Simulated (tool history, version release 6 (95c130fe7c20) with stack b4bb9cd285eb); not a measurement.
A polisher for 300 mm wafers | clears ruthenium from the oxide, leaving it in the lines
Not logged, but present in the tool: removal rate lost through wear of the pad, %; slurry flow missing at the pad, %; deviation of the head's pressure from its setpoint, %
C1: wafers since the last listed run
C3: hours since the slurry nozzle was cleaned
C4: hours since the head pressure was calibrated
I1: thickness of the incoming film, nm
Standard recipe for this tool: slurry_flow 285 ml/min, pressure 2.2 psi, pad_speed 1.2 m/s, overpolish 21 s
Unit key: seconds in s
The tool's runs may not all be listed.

Run 1, hour 0: usual settings; C1 0; wafers polished on this pad 2391; C3 215.7; C4 313.5; I1 147.9. Result: seconds 78.3 s.
Run 2, hour 32.6: usual settings; C1 194; wafers polished on this pad 2585; C3 248.3; C4 346.1; I1 149.2. Result: seconds 77.8 s.
At hour 68.5: worn pad replaced by a new one.
Run 3, hour 82.9: usual settings; C1 275; wafers polished on this pad 85; C3 298.6; C4 396.4; I1 148.4. Result: seconds 77.5 s.
Run 4, hour 178.7: usual settings but slurry_flow 310 ml/min; C1 570; wafers polished on this pad 655; C3 394.4; C4 492.2; I1 153.1. Result: seconds 78.7 s.
Run 5, hour 214: usual settings but slurry_flow 310 ml/min; C1 210; wafers polished on this pad 866; C3 429.7; C4 527.5; I1 147.1. Result: seconds 72.8 s.
At hour 254.4: head pressure recalibrated.
Run 6, hour 261.6: usual settings; C1 271; wafers polished on this pad 1137; C3 477.3; C4 7.2; I1 152.8. Result: seconds 98.9 s.
At hour 264.2: slurry nozzle cleaned.
Run 7, hour 297.5: usual settings; C1 207; wafers polished on this pad 1345; C3 33.3; C4 43.1; I1 150.1. Result: seconds 95.1 s.
Run 8, hour 333.6: usual settings; C1 214; wafers polished on this pad 1559; C3 69.4; C4 79.2; I1 149.3. Result: seconds 95.6 s.
Run 9, hour 403.6: usual settings; C1 416; wafers polished on this pad 1976; C3 139.4; C4 149.2; I1 148.6. Result: seconds 94.1 s.
At hour 447: worn pad replaced by a new one.
Run 10, hour 451.4: usual settings; C1 260; wafers polished on this pad 26; C3 187.2; C4 197; I1 147.4. Result: seconds 92.6 s.
At hour 528.9: head pressure recalibrated, repeated, since the last time left the tool worse.
Run 11, hour 562: usual settings; C1 646; wafers polished on this pad 672; C3 297.8; C4 33.1; I1 151.1. Result: seconds 84 s.
Run 12, hour 603.7: usual settings; C1 248; wafers polished on this pad 920; C3 339.5; C4 74.8; I1 148.4. Result: seconds 79.3 s.
At hour 643.5: slurry nozzle cleaned.
Run 13, hour 672.2: usual settings; C1 401; wafers polished on this pad 1322; C3 28.7; C4 143.3; I1 148.7. Result: seconds 80.1 s.
Run 14, hour 732: usual settings; C1 355; wafers polished on this pad 1678; C3 88.5; C4 203.1; I1 152.8. Result: seconds 80.8 s.
Run 15, hour 760.1: usual settings but slurry_flow 345 ml/min; C1 167; wafers polished on this pad 1845; C3 116.6; C4 231.2; I1 152.3. Result: seconds 80 s.
At hour 839.5: worn pad replaced by a new one.
Run 16, hour 969.7: usual settings but slurry_flow 345 ml/min; C1 1223; wafers polished on this pad 774; C3 326.2; C4 440.8; I1 150.3. Result: seconds 75 s.
At hour 989.4: head pressure recalibrated.
At hour 1048.5: slurry nozzle cleaned.
Run 17, hour 1059.2: usual settings; C1 514; wafers polished on this pad 1289; C3 10.7; C4 69.8; I1 149.5. Result: seconds 80.1 s.
Run 18, hour 1107: usual settings but pressure 1.5 psi; C1 284; wafers polished on this pad 1574; C3 58.5; C4 117.6; I1 148. Result: seconds 116.9 s.
Run 19, hour 1154.1: usual settings but pressure 1.7 psi, overpolish 30 s; C1 280; wafers polished on this pad 1854; C3 105.6; C4 164.7; I1 150.4. Result: seconds 102.2 s.
Run 20, hour 1196.6: usual settings but slurry_flow 200 ml/min, overpolish 12 s; C1 252; wafers polished on this pad 2107; C3 148.1; C4 207.2; I1 151. Result: seconds 83.3 s.
Run 21, hour 1242.4: usual settings but slurry_flow 350 ml/min; C1 272; wafers polished on this pad 2379; C3 193.9; C4 253; I1 149.5. Result: seconds 77.9 s.
At hour 1302.2: worn pad replaced by a new one.
Run 22, hour 1308.9: usual settings; C1 371; wafers polished on this pad 39; C3 260.4; C4 319.5; I1 149.2. Result: seconds 79.3 s.
Run 23, hour 1374.2: usual settings but slurry_flow 320 ml/min, pad_speed 1.56 m/s; C1 388; wafers polished on this pad 428; C3 325.7; C4 384.8; I1 149.8. Result: seconds 60.3 s.
Run 24, hour 1444.7: usual settings but slurry_flow 340 ml/min, pressure 2 psi, pad_speed 1.02 m/s, overpolish 10 s; C1 419; wafers polished on this pad 848; C3 396.2; C4 455.3; I1 149.4. Result: seconds 95 s.
At hour 1473.6: slurry nozzle cleaned.
At hour 1490.2: head pressure recalibrated.
Run 25, hour 1494.9: usual settings but slurry_flow 375 ml/min, pad_speed 0.98 m/s; C1 280; wafers polished on this pad 1128; C3 21.3; C4 4.7; I1 151.2. Result: seconds 99.3 s.
Run 26, hour 1544.6: usual settings but slurry_flow 360 ml/min, pressure 1.9 psi; C1 295; wafers polished on this pad 1424; C3 71; C4 54.4; I1 148.7. Result: seconds 92.2 s.
Run 27, hour 1588: usual settings but pressure 2.9 psi, pad_speed 1.54 m/s; C1 258; wafers polished on this pad 1683; C3 114.4; C4 97.8; I1 151.5. Result: seconds 49 s.
Run 28, hour 1627.1: usual settings; C1 232; wafers polished on this pad 1915; C3 153.5; C4 136.9; I1 150.4. Result: seconds 82.9 s.
At hour 1690.1: worn pad replaced by a new one.
Run 29, hour 1692.7: usual settings but pressure 1.9 psi; C1 366; wafers polished on this pad 15; C3 219.1; C4 202.5; I1 149.8. Result: seconds 93.6 s.
Run 30, hour 1758.8: usual settings; C1 393; wafers polished on this pad 408; C3 285.2; C4 268.6; I1 149.1. Result: seconds 79.6 s.
Run 31, hour 1786.8: usual settings but slurry_flow 325 ml/min, pressure 1.8 psi; C1 166; wafers polished on this pad 575; C3 313.2; C4 296.6; I1 149.3. Result: seconds 95.9 s.
Run 32, hour 1835.7: usual settings; C1 291; wafers polished on this pad 866; C3 362.1; C4 345.5; I1 150.1. Result: seconds 79.7 s.
At hour 1862: slurry nozzle cleaned.
Run 33, hour 1903.8: usual settings but slurry_flow 185 ml/min, pressure 2.5 psi, overpolish 15 s; C1 399; wafers polished on this pad 1265; C3 41.8; C4 413.6; I1 150.8. Result: seconds 72 s.
At hour 1923.8: head pressure recalibrated.
Run 34, hour 1940.2: usual settings but pressure 2.9 psi, overpolish 25 s; C1 204; wafers polished on this pad 1470; C3 78.2; C4 16.4; I1 148.3. Result: seconds 60.1 s.
Run 35, hour 1970.8: usual settings but pressure 2.4 psi; C1 182; wafers polished on this pad 1652; C3 108.8; C4 47; I1 149.7. Result: seconds 72.9 s.
Run 36, hour 2017.2: usual settings but slurry_flow 365 ml/min; C1 276; wafers polished on this pad 1928; C3 155.2; C4 93.4; I1 148.4. Result: seconds 79.2 s.
Run 37, hour 2070.2: usual settings; C1 315; wafers polished on this pad 2244; C3 208.2; C4 146.4; I1 148.9. Result: seconds 79.4 s.

Subtracting, for every run, the result it would have given without the tool's unlogged condition from the measured result gives the following. The same run-to-run variation enters both numbers; the gauge's scatter may not:
run  seconds
  1     -2.1
  2     -2.5
  3     -3.4
  4     -5.4
  5     -5.7
  6    +14.9
  7    +14.3
  8    +14.2
  9    +13.6
 10    +12.9
 11     +0.5
 12     +0.3
 13       +0
 14     -0.5
 15     -0.8
 16     -3.9
 17     -0.5
 18       -1
 19     -1.3
 20     -1.5
 21     -1.9
 22     -2.8
 23     -2.9
 24     -6.2
 25     +0.9
 26     +0.8
 27     +0.3
 28     +0.4
 29     -0.2
 30       -1
 31     -1.5
 32       -2
 33       -3
 34     +0.1
 35     +0.2
 36       +0
 37     -0.3
